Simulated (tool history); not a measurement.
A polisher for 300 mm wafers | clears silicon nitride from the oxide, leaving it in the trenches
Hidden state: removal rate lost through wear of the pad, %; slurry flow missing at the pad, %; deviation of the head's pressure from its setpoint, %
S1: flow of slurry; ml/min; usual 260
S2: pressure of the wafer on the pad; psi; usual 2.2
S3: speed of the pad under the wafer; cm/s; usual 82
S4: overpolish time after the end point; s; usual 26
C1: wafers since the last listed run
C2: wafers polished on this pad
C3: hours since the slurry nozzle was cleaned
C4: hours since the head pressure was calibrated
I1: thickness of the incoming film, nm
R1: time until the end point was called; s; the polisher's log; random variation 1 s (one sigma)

| run | hour | S1 | S2 | S3 | S4 | C1 | C2 | C3 | C4 | I1 | R1 |
|---|---|---|---|---|---|---|---|---|---|---|---|
| 1 | 0.0 | 260 | 2.2 | 82 | 26 | 0 | 3974 | 421.8 | 962.1 | 49.1 | 95.3 |
|  | 39.0 | slurry nozzle cleaned |
| 2 | 47.4 | 260 | 2.2 | 82 | 26 | 452 | 4426 | 8.4 | 1009.5 | 50.6 | 98.8 |
| 3 | 109.9 | 260 | 2.2 | 64 | 26 | 609 | 5036 | 70.9 | 1072.0 | 50.1 | 122.0 |
| 4 | 139.2 | 260 | 2.2 | 64 | 26 | 285 | 5322 | 100.2 | 1101.3 | 50.2 | 119.7 |
|  | 156.8 | worn pad replaced by a new one |
| 5 | 195.3 | 260 | 2.2 | 82 | 26 | 508 | 375 | 156.3 | 1157.4 | 49.6 | 98.2 |
| 6 | 240.3 | 260 | 2.2 | 82 | 26 | 438 | 814 | 201.3 | 1202.4 | 50.7 | 99.9 |
| 7 | 291.5 | 260 | 2.2 | 82 | 26 | 499 | 1313 | 252.5 | 1253.6 | 50.0 | 97.5 |
| 8 | 333.3 | 260 | 2.2 | 66 | 26 | 407 | 1721 | 294.3 | 1295.4 | 50.0 | 118.2 |
|  | 371.9 | head pressure recalibrated |
| 9 | 378.5 | 260 | 2.2 | 82 | 26 | 421 | 2142 | 339.5 | 6.6 | 50.7 | 85.5 |
| 10 | 406.6 | 260 | 2.2 | 82 | 26 | 274 | 2416 | 367.6 | 34.7 | 49.4 | 82.3 |
| 11 | 440.2 | 260 | 2.2 | 82 | 26 | 327 | 2744 | 401.2 | 68.3 | 50.8 | 85.3 |
| 12 | 474.9 | 260 | 2.2 | 82 | 26 | 338 | 3082 | 435.9 | 103.0 | 50.4 | 88.0 |
|  | 488.6 | slurry nozzle cleaned |
| 13 | 536.7 | 260 | 2.2 | 82 | 26 | 592 | 3675 | 48.1 | 164.8 | 50.0 | 84.7 |
| 14 | 588.4 | 345 | 2.2 | 82 | 11 | 504 | 4179 | 99.8 | 216.5 | 50.1 | 82.9 |
|  | 617.8 | worn pad replaced by a new one |
| 15 | 657.5 | 260 | 2.2 | 82 | 26 | 634 | 387 | 168.9 | 285.6 | 50.3 | 89.0 |
| 16 | 716.3 | 260 | 1.4 | 82 | 18 | 573 | 960 | 227.7 | 344.4 | 49.4 | 140.0 |
| 17 | 753.4 | 345 | 2.5 | 82 | 21 | 361 | 1322 | 264.8 | 381.5 | 50.3 | 76.7 |
| 18 | 789.5 | 260 | 1.8 | 90 | 26 | 352 | 1674 | 300.9 | 417.6 | 49.0 | 99.2 |
| 19 | 833.7 | 300 | 2.4 | 82 | 20 | 431 | 2105 | 345.1 | 461.8 | 50.4 | 81.6 |
| 20 | 870.4 | 260 | 2.2 | 82 | 26 | 357 | 2463 | 381.8 | 498.5 | 50.3 | 93.7 |
| 21 | 927.0 | 260 | 2.2 | 82 | 26 | 551 | 3015 | 438.4 | 555.1 | 50.6 | 93.2 |
|  | 1006.2 | slurry nozzle cleaned |
| 22 | 1076.0 | 260 | 2.2 | 82 | 26 | 1443 | 4458 | 69.8 | 704.1 | 49.4 | 93.0 |
|  | 1118.3 | worn pad replaced by a new one |
| 23 | 1267.7 | 260 | 2.2 | 82 | 20 | 1830 | 1456 | 261.5 | 895.8 | 50.7 | 93.3 |
| 24 | 1305.4 | 260 | 2.2 | 102 | 26 | 367 | 1824 | 299.2 | 933.5 | 50.3 | 76.6 |
| 25 | 1350.2 | 175 | 2.0 | 82 | 26 | 436 | 2261 | 344.0 | 978.3 | 51.1 | 109.8 |
| 26 | 1405.9 | 195 | 1.7 | 90 | 39 | 543 | 2804 | 399.7 | 1034.0 | 50.2 | 117.9 |
| 27 | 1471.8 | 320 | 2.2 | 82 | 26 | 642 | 3446 | 465.6 | 1099.9 | 50.3 | 93.2 |
| 28 | 1519.0 | 340 | 2.2 | 82 | 26 | 460 | 3907 | 512.8 | 1147.1 | 49.6 | 90.0 |
|  | 1523.6 | slurry nozzle cleaned |
| 29 | 1547.4 | 185 | 2.2 | 104 | 19 | 267 | 4174 | 23.8 | 1175.5 | 50.6 | 81.3 |
|  | 1604.1 | worn pad replaced by a new one |
| 30 | 1604.6 | 325 | 2.6 | 60 | 26 | 518 | 4 | 81.0 | 1232.7 | 50.1 | 103.2 |
| 31 | 1660.6 | 315 | 1.7 | 82 | 33 | 546 | 550 | 137.0 | 1288.7 | 50.7 | 123.4 |
| 32 | 1708.4 | 260 | 1.9 | 108 | 26 | 466 | 1016 | 184.8 | 1336.5 | 49.5 | 86.5 |
| 33 | 1749.7 | 305 | 2.7 | 60 | 40 | 402 | 1419 | 226.1 | 1377.8 | 50.2 | 99.5 |
| 34 | 1778.5 | 260 | 2.2 | 82 | 33 | 280 | 1700 | 254.9 | 1406.6 | 51.0 | 96.0 |
|  | 1815.8 | head pressure recalibrated |
| 35 | 1823.4 | 260 | 2.2 | 62 | 26 | 418 | 2118 | 299.8 | 7.6 | 50.2 | 107.4 |
| 36 | 1867.0 | 260 | 2.2 | 82 | 26 | 425 | 2544 | 343.4 | 51.2 | 49.9 | 86.9 |

Measured less the same run without the tool's hidden state. The same run-to-run variation is in both; the gauge's scatter may not be:
| run | R1 |
|---|---|
| 1 | +11.6 |
| 2 | +12.2 |
| 3 | +15.2 |
| 4 | +15.1 |
| 5 | +12.5 |
| 6 | +12.8 |
| 7 | +12.6 |
| 8 | +15.3 |
| 9 | -1.0 |
| 10 | -0.4 |
| 11 | +0.3 |
| 12 | +1.0 |
| 13 | +2.2 |
| 14 | +2.8 |
| 15 | +4.1 |
| 16 | +7.5 |
| 17 | +4.5 |
| 18 | +6.3 |
| 19 | +5.5 |
| 20 | +6.6 |
| 21 | +7.1 |
| 22 | +8.0 |
| 23 | +8.9 |
| 24 | +7.4 |
| 25 | +10.7 |
| 26 | +11.8 |
| 27 | +9.4 |
| 28 | +9.2 |
| 29 | +8.4 |
| 30 | +10.8 |
| 31 | +13.0 |
| 32 | +9.1 |
| 33 | +10.6 |
| 34 | +10.3 |
| 35 | +0.4 |
| 36 | +1.4 |
